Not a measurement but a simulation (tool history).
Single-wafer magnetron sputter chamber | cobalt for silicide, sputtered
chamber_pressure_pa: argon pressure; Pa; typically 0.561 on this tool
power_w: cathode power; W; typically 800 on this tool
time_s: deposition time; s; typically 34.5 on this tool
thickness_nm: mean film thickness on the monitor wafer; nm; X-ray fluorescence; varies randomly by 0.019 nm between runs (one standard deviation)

run	hour	chamber_pressure_pa	power_w	time_s	read-back reference wafer on the same gauge, thickness_nm	thickness_nm
1	0	0.561	800	34.5	12.201	12.513
2	15.8	0.561	800	34.5	12.198	12.477
3	30.9	0.561	800	34.5	12.204	12.49
4	40.1	0.561	800	34.5	12.201	12.447
# hour 58.4: magnet pack replaced
5	58.9	0.561	800	34.5	12.203	12.403
6	59.2	0.561	800	34.5	12.199	12.412
# hour 67.2: sputter target and shields replaced
# hour 77.9: capacitance manometer re-zeroed and calibrated
7	78.4	0.561	800	34.5	12.198	12.639
# hour 90.1: gauge calibrated
8	90.4	0.561	750	34.5	12.205	11.811
9	102.5	0.444	1000	40.7	12.198	19.34
10	117.3	0.704	600	36.6	12.195	9.497
11	130.6	0.445	700	28.9	12.199	9.566
12	142.9	0.561	800	34.5	12.192	12.501
13	153.8	0.561	600	36.9	12.197	10.042
14	162.8	0.561	800	34.5	12.193	12.479
15	174.3	0.414	800	28.4	12.199	10.804
# hour 195.2: sputter target and shields replaced
16	195.7	0.692	800	34.5	12.203	12.1

What if the next run were any one of these 5? Each begins from the tool's condition after run 16:
A	196.1	0.561	850	34.5	?	?
B	196.1	0.561	700	34.5	?	?
C	196.1	0.494	750	34.5	?	?
D	196.1	0.428	800	36.4	?	?
E	196.1	0.631	600	34.5	?	?

run	read-back reference wafer on the same gauge, thickness_nm	thickness_nm
A	12.204	13.422
B	12.204	11.054
C	12.204	12.128
D	12.204	13.976
E	12.204	9.244
Stripped of hidden state, with their random variation kept, the same runs would have yielded:
run	thickness_nm
A	13.426
B	11.057
C	12.132
D	13.979
E	9.247

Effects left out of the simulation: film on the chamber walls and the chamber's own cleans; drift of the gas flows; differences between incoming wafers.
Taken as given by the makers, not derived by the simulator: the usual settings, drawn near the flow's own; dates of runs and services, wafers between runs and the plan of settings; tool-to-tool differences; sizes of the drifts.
